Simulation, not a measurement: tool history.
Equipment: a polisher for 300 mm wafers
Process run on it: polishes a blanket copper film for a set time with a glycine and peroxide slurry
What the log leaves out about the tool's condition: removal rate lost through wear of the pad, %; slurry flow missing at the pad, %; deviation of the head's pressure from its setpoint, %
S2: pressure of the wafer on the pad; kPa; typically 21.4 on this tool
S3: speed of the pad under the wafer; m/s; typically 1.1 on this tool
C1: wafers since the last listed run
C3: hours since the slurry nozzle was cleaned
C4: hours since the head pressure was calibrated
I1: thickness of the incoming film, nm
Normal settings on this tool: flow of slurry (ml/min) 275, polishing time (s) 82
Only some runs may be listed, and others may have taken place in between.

Run 1, hour 0: usual settings; C1 0; wafers polished on this pad 120; C3 98; C4 363; I1 1840.6. Result: film removed (angstrom) 4901.
Run 2, hour 19.8: usual settings; C1 197; wafers polished on this pad 317; C3 117.8; C4 382.8; I1 1826.7. Result: film removed (angstrom) 4925.
Run 3, hour 36.3: usual settings; C1 164; wafers polished on this pad 481; C3 134.3; C4 399.3; I1 1803.6. Result: film removed (angstrom) 4907.
Run 4, hour 69.1: usual settings but S2 24.8 kPa; C1 326; wafers polished on this pad 808; C3 167.1; C4 432.1; I1 1830.8. Result: film removed (angstrom) 5389.
Run 5, hour 93.6: usual settings but S2 24.8 kPa; C1 243; wafers polished on this pad 1052; C3 191.6; C4 456.6; I1 1799.9. Result: film removed (angstrom) 5386.
Run 6, hour 113.3: usual settings but S2 24.8 kPa; C1 196; wafers polished on this pad 1248; C3 211.3; C4 476.3; I1 1806.8. Result: film removed (angstrom) 5659.
Run 7, hour 139.2: usual settings but polishing time (s) 93; C1 257; wafers polished on this pad 1506; C3 237.2; C4 502.2; I1 1794.5. Result: film removed (angstrom) 5549.
At hour 156.3: worn pad replaced by a new one.
Run 8, hour 156.9: usual settings; C1 136; wafers polished on this pad 6; C3 254.9; C4 519.9; I1 1805.6. Result: film removed (angstrom) 5037.
Run 9, hour 191.3: usual settings; C1 342; wafers polished on this pad 348; C3 289.3; C4 554.3; I1 1798. Result: film removed (angstrom) 4994.
Run 10, hour 223.4: usual settings; C1 319; wafers polished on this pad 668; C3 321.4; C4 586.4; I1 1782.8. Result: film removed (angstrom) 4988.
Run 11, hour 247: usual settings but S2 17.2 kPa; C1 234; wafers polished on this pad 903; C3 345; C4 610; I1 1806. Result: film removed (angstrom) 4324.
At hour 253.2: slurry nozzle cleaned.
Run 12, hour 269.4: usual settings but S2 17.2 kPa; C1 213; wafers polished on this pad 1116; C3 16.2; C4 632.4; I1 1802.3. Result: film removed (angstrom) 4263.
Run 13, hour 301.1: usual settings but S2 22.8 kPa; C1 315; wafers polished on this pad 1431; C3 47.9; C4 664.1; I1 1820.9. Result: film removed (angstrom) 5155.
At hour 319.8: worn pad replaced by a new one.
Run 14, hour 320.3: usual settings but S2 22.8 kPa; C1 151; wafers polished on this pad 4; C3 67.1; C4 683.3; I1 1843.9. Result: film removed (angstrom) 5130.
Run 15, hour 350.6: usual settings but flow of slurry (ml/min) 250, polishing time (s) 103; C1 301; wafers polished on this pad 306; C3 97.4; C4 713.6; I1 1819.6. Result: film removed (angstrom) 6146.
Run 16, hour 371.6: usual settings but flow of slurry (ml/min) 250, polishing time (s) 103; C1 209; wafers polished on this pad 515; C3 118.4; C4 734.6; I1 1797.3. Result: film removed (angstrom) 6165.
Run 17, hour 386.6: usual settings but flow of slurry (ml/min) 295, S3 1.26 m/s; C1 149; wafers polished on this pad 664; C3 133.4; C4 749.6; I1 1811.3. Result: film removed (angstrom) 5666.
Run 18, hour 431.1: usual settings but S3 1.3 m/s; C1 443; wafers polished on this pad 1107; C3 177.9; C4 794.1; I1 1812.5. Result: film removed (angstrom) 5705.
Run 19, hour 449.3: usual settings but flow of slurry (ml/min) 220, polishing time (s) 54; C1 181; wafers polished on this pad 1289; C3 196.1; C4 812.3; I1 1807.5. Result: film removed (angstrom) 3101.
Run 20, hour 472.7: usual settings; C1 232; wafers polished on this pad 1522; C3 219.5; C4 835.7; I1 1806.9. Result: film removed (angstrom) 4975.
At hour 497.7: worn pad replaced by a new one.
At hour 560.3: slurry nozzle cleaned.
Run 21, hour 574: usual settings; C1 958; wafers polished on this pad 750; C3 13.7; C4 937; I1 1805.5. Result: film removed (angstrom) 5074.
Run 22, hour 592.6: usual settings; C1 185; wafers polished on this pad 935; C3 32.3; C4 955.6; I1 1838.5. Result: film removed (angstrom) 4875.

Run 23 has not been measured yet. What should we expect?
At hour 619.2: head pressure recalibrated.
Run 23, hour 623.7: usual settings but S2 26.9 kPa; C1 289; wafers polished on this pad 1225; C3 63.4; C4 4.5; I1 1839.3. Result: film removed (angstrom) ?.

film removed (angstrom): 5864
Without the tool's hidden state the same run would have given film removed (angstrom) 5864.
